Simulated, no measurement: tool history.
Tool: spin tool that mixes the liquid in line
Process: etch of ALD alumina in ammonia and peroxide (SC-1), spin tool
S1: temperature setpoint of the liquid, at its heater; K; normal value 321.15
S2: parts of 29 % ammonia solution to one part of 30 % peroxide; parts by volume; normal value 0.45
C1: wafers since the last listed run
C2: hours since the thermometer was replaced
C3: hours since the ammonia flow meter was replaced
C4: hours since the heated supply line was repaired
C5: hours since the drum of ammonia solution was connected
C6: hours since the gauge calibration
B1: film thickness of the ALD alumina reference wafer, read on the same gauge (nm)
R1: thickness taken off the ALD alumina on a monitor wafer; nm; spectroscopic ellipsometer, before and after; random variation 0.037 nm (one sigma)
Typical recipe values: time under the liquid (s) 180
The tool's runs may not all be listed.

{"run": 1, "hour": 0.0, "S1": 321.15, "S2": 0.45, "time under the liquid (s)": 180, "C1": 0, "C2": 1397.8, "C3": 616.8, "C4": 3421.7, "C5": 16.1, "C6": 230.8, "B1": 50.02, "R1": 7.99}
{"hour": 10.5, "done": "ammonia flow meter replaced"}
{"hour": 14.6, "done": "heated supply line repaired"}
{"run": 2, "hour": 16.2, "S1": 321.15, "S2": 0.45, "time under the liquid (s)": 180, "C1": 132, "C2": 1414, "C3": 5.7, "C4": 1.6, "C5": 32.3, "C6": 247, "B1": 50.01, "R1": 10.08}
{"run": 3, "hour": 22.7, "S1": 321.15, "S2": 0.45, "time under the liquid (s)": 180, "C1": 60, "C2": 1420.5, "C3": 12.2, "C4": 8.1, "C5": 38.8, "C6": 253.5, "B1": 50.02, "R1": 10}
{"run": 4, "hour": 34.0, "S1": 321.15, "S2": 0.45, "time under the liquid (s)": 180, "C1": 105, "C2": 1431.8, "C3": 23.5, "C4": 19.4, "C5": 50.1, "C6": 264.8, "B1": 50.02, "R1": 10}
{"run": 5, "hour": 46.9, "S1": 321.15, "S2": 0.45, "time under the liquid (s)": 180, "C1": 120, "C2": 1444.7, "C3": 36.4, "C4": 32.3, "C5": 63, "C6": 277.7, "B1": 49.97, "R1": 9.97}
{"hour": 47.2, "done": "gauge calibrated"}
{"run": 6, "hour": 63.8, "S1": 321.15, "S2": 0.45, "time under the liquid (s)": 180, "C1": 157, "C2": 1461.6, "C3": 53.3, "C4": 49.2, "C5": 79.9, "C6": 16.6, "B1": 49.98, "R1": 10.03}
{"run": 7, "hour": 75.9, "S1": 321.15, "S2": 0.45, "time under the liquid (s)": 180, "C1": 112, "C2": 1473.7, "C3": 65.4, "C4": 61.3, "C5": 92, "C6": 28.7, "B1": 50.03, "R1": 10.03}
{"run": 8, "hour": 87.5, "S1": 325.15, "S2": 0.45, "time under the liquid (s)": 180, "C1": 108, "C2": 1485.3, "C3": 77, "C4": 72.9, "C5": 103.6, "C6": 40.3, "B1": 50.03, "R1": 12.54}
{"run": 9, "hour": 100.4, "S1": 321.15, "S2": 0.45, "time under the liquid (s)": 180, "C1": 120, "C2": 1498.2, "C3": 89.9, "C4": 85.8, "C5": 116.5, "C6": 53.2, "B1": 49.96, "R1": 10.1}
{"run": 10, "hour": 118.0, "S1": 313.65, "S2": 0.55, "time under the liquid (s)": 250, "C1": 164, "C2": 1515.8, "C3": 107.5, "C4": 103.4, "C5": 134.1, "C6": 70.8, "B1": 50.01, "R1": 9.27}
{"run": 11, "hour": 125.5, "S1": 327.15, "S2": 0.65, "time under the liquid (s)": 180, "C1": 69, "C2": 1523.3, "C3": 115, "C4": 110.9, "C5": 141.6, "C6": 78.3, "B1": 50.01, "R1": 14.29}
{"run": 12, "hour": 137.9, "S1": 329.65, "S2": 0.6, "time under the liquid (s)": 180, "C1": 115, "C2": 1535.7, "C3": 127.4, "C4": 123.3, "C5": 154, "C6": 90.7, "B1": 49.98, "R1": 16.21}
{"run": 13, "hour": 145.7, "S1": 321.15, "S2": 0.45, "time under the liquid (s)": 120, "C1": 72, "C2": 1543.5, "C3": 135.2, "C4": 131.1, "C5": 161.8, "C6": 98.5, "B1": 50.01, "R1": 6.69}
{"run": 14, "hour": 159.0, "S1": 317.15, "S2": 0.25, "time under the liquid (s)": 85, "C1": 123, "C2": 1556.8, "C3": 148.5, "C4": 144.4, "C5": 175.1, "C6": 111.8, "B1": 50.06, "R1": 3.56}
{"hour": 165.6, "done": "thermometer replaced"}
{"run": 15, "hour": 176.8, "S1": 315.65, "S2": 0.55, "time under the liquid (s)": 240, "C1": 156, "C2": 11.2, "C3": 166.3, "C4": 162.2, "C5": 192.9, "C6": 129.6, "B1": 50.02, "R1": 9.16}
{"run": 16, "hour": 185.6, "S1": 321.15, "S2": 0.45, "time under the liquid (s)": 180, "C1": 82, "C2": 20, "C3": 175.1, "C4": 171, "C5": 201.7, "C6": 138.4, "B1": 49.99, "R1": 9.27}
{"run": 17, "hour": 196.4, "S1": 321.15, "S2": 0.6, "time under the liquid (s)": 285, "C1": 100, "C2": 30.8, "C3": 185.9, "C4": 181.8, "C5": 212.5, "C6": 149.2, "B1": 50.02, "R1": 15.03}
{"run": 18, "hour": 213.8, "S1": 321.15, "S2": 0.45, "time under the liquid (s)": 180, "C1": 162, "C2": 48.2, "C3": 203.3, "C4": 199.2, "C5": 229.9, "C6": 166.6, "B1": 50.02, "R1": 9.28}
{"run": 19, "hour": 229.5, "S1": 321.15, "S2": 0.45, "time under the liquid (s)": 180, "C1": 146, "C2": 63.9, "C3": 219, "C4": 214.9, "C5": 245.6, "C6": 182.3, "B1": 49.98, "R1": 9.23}
{"run": 20, "hour": 246.2, "S1": 314.15, "S2": 0.45, "time under the liquid (s)": 90, "C1": 155, "C2": 80.6, "C3": 235.7, "C4": 231.6, "C5": 262.3, "C6": 199, "B1": 49.96, "R1": 3.09}
{"run": 21, "hour": 259.4, "S1": 321.15, "S2": 0.45, "time under the liquid (s)": 180, "C1": 123, "C2": 93.8, "C3": 248.9, "C4": 244.8, "C5": 275.5, "C6": 212.2, "B1": 49.97, "R1": 9.3}
{"run": 22, "hour": 273.6, "S1": 325.65, "S2": 0.45, "time under the liquid (s)": 180, "C1": 132, "C2": 108, "C3": 263.1, "C4": 259, "C5": 289.7, "C6": 226.4, "B1": 50, "R1": 11.91}
{"run": 23, "hour": 282.6, "S1": 321.15, "S2": 0.45, "time under the liquid (s)": 180, "C1": 83, "C2": 117, "C3": 272.1, "C4": 268, "C5": 298.7, "C6": 235.4, "B1": 49.96, "R1": 9.29}
{"run": 24, "hour": 294.7, "S1": 329.15, "S2": 0.65, "time under the liquid (s)": 105, "C1": 112, "C2": 129.1, "C3": 284.2, "C4": 280.1, "C5": 310.8, "C6": 247.5, "B1": 49.96, "R1": 8.61}
{"run": 25, "hour": 304.3, "S1": 311.15, "S2": 0.6, "time under the liquid (s)": 230, "C1": 89, "C2": 138.7, "C3": 293.8, "C4": 289.7, "C5": 320.4, "C6": 257.1, "B1": 49.96, "R1": 6.79}
{"run": 26, "hour": 314.2, "S1": 321.15, "S2": 0.45, "time under the liquid (s)": 100, "C1": 92, "C2": 148.6, "C3": 303.7, "C4": 299.6, "C5": 330.3, "C6": 267, "B1": 49.93, "R1": 5.15}

Measured result minus the same run's result without the hidden state. Both carry the same run-to-run variation, though not necessarily the same gauge scatter:
Hidden state present: liquid hotter than its thermometer reads (K); ammonia flow below the setpoint (%); temperature lost on the way to the wafer (K); ammonia solution weaker than its label (%); gauge reads high (%).
run=1 R1=-1.32
run=2 R1=+0.7
run=3 R1=+0.68
run=4 R1=+0.68
run=5 R1=+0.68
run=6 R1=+0.68
run=7 R1=+0.68
run=8 R1=+0.83
run=9 R1=+0.68
run=10 R1=+0.65
run=11 R1=+0.92
run=12 R1=+1.02
run=13 R1=+0.45
run=14 R1=+0.24
run=15 R1=-0.08
run=16 R1=-0.08
run=17 R1=-0.13
run=18 R1=-0.08
run=19 R1=-0.08
run=20 R1=-0.03
run=21 R1=-0.09
run=22 R1=-0.12
run=23 R1=-0.09
run=24 R1=-0.08
run=25 R1=-0.08
run=26 R1=-0.06
